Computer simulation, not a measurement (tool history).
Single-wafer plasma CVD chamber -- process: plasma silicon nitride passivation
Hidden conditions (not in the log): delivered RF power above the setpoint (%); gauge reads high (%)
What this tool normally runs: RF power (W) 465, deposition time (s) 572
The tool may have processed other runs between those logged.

| run | hour | RF power (W) | deposition time (s) | wafers since the last listed run | hours since the last RF generator calibration | hours since the showerhead was replaced | hours since the gauge calibration | read-back reference wafer on the same gauge, thickness_nm | mean film thickness on the monitor wafer (nm) |
|---|---|---|---|---|---|---|---|---|---|
| 1 | 0.0 | 420 | 572 | 0 | 1085.8 | 5395.9 | 216.6 | 931.493 | 773.420 |
| 2 | 6.5 | 420 | 572 | 30 | 1092.3 | 5402.4 | 223.1 | 932.399 | 776.494 |
| 3 | 20.8 | 465 | 572 | 67 | 1106.6 | 5416.7 | 237.4 | 931.844 | 798.509 |
| 4 | 32.8 | 465 | 572 | 56 | 1118.6 | 5428.7 | 249.4 | 931.673 | 798.268 |
| 5 | 49.6 | 490 | 653 | 79 | 1135.4 | 5445.5 | 266.2 | 932.034 | 925.770 |
| 6 | 68.1 | 490 | 653 | 86 | 1153.9 | 5464.0 | 284.7 | 932.245 | 924.449 |
| 7 | 81.2 | 465 | 635 | 61 | 1167.0 | 5477.1 | 297.8 | 932.015 | 884.574 |
| 8 | 95.6 | 465 | 635 | 67 | 1181.4 | 5491.5 | 312.2 | 931.883 | 885.147 |
| 9 | 111.5 | 515 | 631 | 74 | 1197.3 | 5507.4 | 328.1 | 931.690 | 906.175 |
| 10 | 129.9 | 465 | 572 | 86 | 1215.7 | 5525.8 | 346.5 | 931.845 | 797.798 |
| 11 | 142.4 | 465 | 572 | 58 | 1228.2 | 5538.3 | 359.0 | 932.161 | 796.292 |
| 12 | 149.5 | 465 | 572 | 33 | 1235.3 | 5545.4 | 366.1 | 931.489 | 796.705 |
|  | 170.6 | RF generator calibrated |
| 13 | 171.1 | 375 | 532 | 63 | 0.5 | 5567.0 | 387.7 | 932.649 | 715.637 |
| 14 | 183.1 | 405 | 495 | 56 | 12.5 | 5579.0 | 399.7 | 932.038 | 681.348 |
|  | 186.0 | gauge calibrated |
| 15 | 192.3 | 410 | 496 | 43 | 21.7 | 5588.2 | 6.3 | 932.023 | 681.848 |
| 16 | 198.4 | 465 | 572 | 28 | 27.8 | 5594.3 | 12.4 | 932.096 | 820.682 |
|  | 211.2 | showerhead replaced |
| 17 | 213.2 | 465 | 664 | 31 | 42.6 | 2.0 | 27.2 | 932.247 | 949.660 |
| 18 | 221.9 | 465 | 572 | 40 | 51.3 | 10.7 | 35.9 | 932.562 | 819.460 |
| 19 | 239.2 | 550 | 572 | 81 | 68.6 | 28.0 | 53.2 | 931.968 | 862.823 |

Run 20 comes next. What will it give?
| 20 | 279.2 | 465 | 572 | 188 | 108.6 | 68.0 | 93.2 | ? | ? |

{"run 20": {"read-back reference wafer on the same gauge, thickness_nm": 931.268, "mean film thickness on the monitor wafer (nm)": 819.486}}
Without the tool's hidden state the same run would have given mean film thickness on the monitor wafer (nm) 821.803.

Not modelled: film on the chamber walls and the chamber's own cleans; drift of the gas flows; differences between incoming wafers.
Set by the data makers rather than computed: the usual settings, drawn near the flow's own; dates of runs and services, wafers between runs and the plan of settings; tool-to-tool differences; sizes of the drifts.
